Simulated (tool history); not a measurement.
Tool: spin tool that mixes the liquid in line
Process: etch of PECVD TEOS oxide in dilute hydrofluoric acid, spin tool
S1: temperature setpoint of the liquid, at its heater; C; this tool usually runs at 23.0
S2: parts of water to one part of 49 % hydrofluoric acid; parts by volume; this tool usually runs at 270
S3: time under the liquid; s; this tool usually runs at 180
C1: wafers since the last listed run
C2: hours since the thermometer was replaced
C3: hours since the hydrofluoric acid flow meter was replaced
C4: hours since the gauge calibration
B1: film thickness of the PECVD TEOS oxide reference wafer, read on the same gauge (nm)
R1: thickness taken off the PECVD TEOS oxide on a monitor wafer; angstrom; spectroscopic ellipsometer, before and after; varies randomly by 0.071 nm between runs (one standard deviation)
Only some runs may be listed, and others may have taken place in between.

run,hour,S1,S2,S3,C1,C2,C3,C4,B1,R1
1,0.0,19.5,200,180,0,42.4,1274.4,523.0,40.01,121.0
2,91.0,19.5,200,180,568,133.4,1365.4,614.0,39.96,123.2
# hour 138.2: hydrofluoric acid flow meter replaced
3,141.6,23.0,350,180,310,184.0,3.4,664.6,39.98,68.2
4,200.5,23.0,350,180,368,242.9,62.3,723.5,39.98,68.3
5,246.4,26.5,270,180,286,288.8,108.2,769.4,40.01,109.6
6,310.4,26.5,270,180,400,352.8,172.2,833.4,39.99,109.7
7,487.3,26.5,270,180,1105,529.7,349.1,1010.3,40.01,109.3
8,531.3,25.5,270,180,275,573.7,393.1,1054.3,39.98,105.8
9,605.2,25.5,270,180,461,647.6,467.0,1128.2,40.02,106.7
10,700.7,23.0,270,140,596,743.1,562.5,1223.7,40.00,74.8
11,765.8,23.0,270,145,406,808.2,627.6,1288.8,39.99,77.1
12,897.1,23.0,270,145,820,939.5,758.9,1420.1,39.98,78.7
13,936.9,23.0,270,260,248,979.3,798.7,1459.9,40.00,141.2
14,1001.6,23.0,270,180,404,1044.0,863.4,1524.6,40.01,97.9
15,1097.1,23.0,270,180,596,1139.5,958.9,1620.1,40.02,98.9
# hour 1186.0: hydrofluoric acid flow meter replaced
16,1189.7,23.0,375,180,572,1232.1,3.7,1712.7,39.99,64.4
17,1269.4,19.0,180,255,498,1311.8,83.4,1792.4,40.00,199.0
18,1356.7,21.5,230,180,545,1399.1,170.7,1879.7,39.97,116.9
19,1445.9,25.0,325,280,557,1488.3,259.9,1968.9,40.01,129.8
20,1508.7,23.0,270,260,392,1551.1,322.7,2031.7,40.03,143.7
21,1578.7,19.5,365,120,437,1621.1,392.7,2101.7,39.97,39.6
22,1647.7,23.0,270,180,431,1690.1,461.7,2170.7,40.03,100.4
# hour 1706.9: thermometer replaced
23,1768.1,23.0,270,180,746,61.2,582.1,2291.1,40.01,104.9
24,1853.7,27.5,325,180,535,146.8,667.7,2376.7,39.99,93.5
25,1918.3,23.0,270,180,403,211.4,732.3,2441.3,40.00,106.9
# hour 2010.1: gauge calibrated
26,2016.8,20.5,145,125,615,309.9,830.8,6.7,39.96,142.5
27,2085.8,23.0,270,180,431,378.9,899.8,75.7,40.00,106.6
28,2145.3,20.0,370,105,371,438.4,959.3,135.2,40.00,36.5
29,2252.5,20.0,140,150,670,545.6,1066.5,242.4,40.03,175.0
30,2329.9,23.0,270,180,483,623.0,1143.9,319.8,40.00,106.5
# hour 2384.3: thermometer replaced, repeated, since the last time left the tool worse
31,2394.1,23.0,360,180,395,9.8,1208.1,384.0,40.00,65.5
32,2447.0,19.5,205,95,330,62.7,1261.0,436.9,39.98,61.7
# hour 2497.9: hydrofluoric acid flow meter replaced
33,2522.8,20.5,225,220,467,138.5,24.9,512.7,40.04,133.6
34,2611.3,23.0,270,180,553,227.0,113.4,601.2,40.01,95.8

Here are 3 independent what-if runs from the current tool condition. What would each one return?
A,2611.8,23.0,270,215,3,227.5,113.9,601.7,?,?
B,2611.8,26.5,350,80,3,227.5,113.9,601.7,?,?
C,2611.8,23.0,350,105,3,227.5,113.9,601.7,?,?

run,B1,R1
A,39.98,116.2
B,39.98,34.7
C,39.98,40.6
Take away the tool's hidden state, keep each run's random variation, and the runs would have read:
run,R1
A,115.3
B,34.5
C,40.3

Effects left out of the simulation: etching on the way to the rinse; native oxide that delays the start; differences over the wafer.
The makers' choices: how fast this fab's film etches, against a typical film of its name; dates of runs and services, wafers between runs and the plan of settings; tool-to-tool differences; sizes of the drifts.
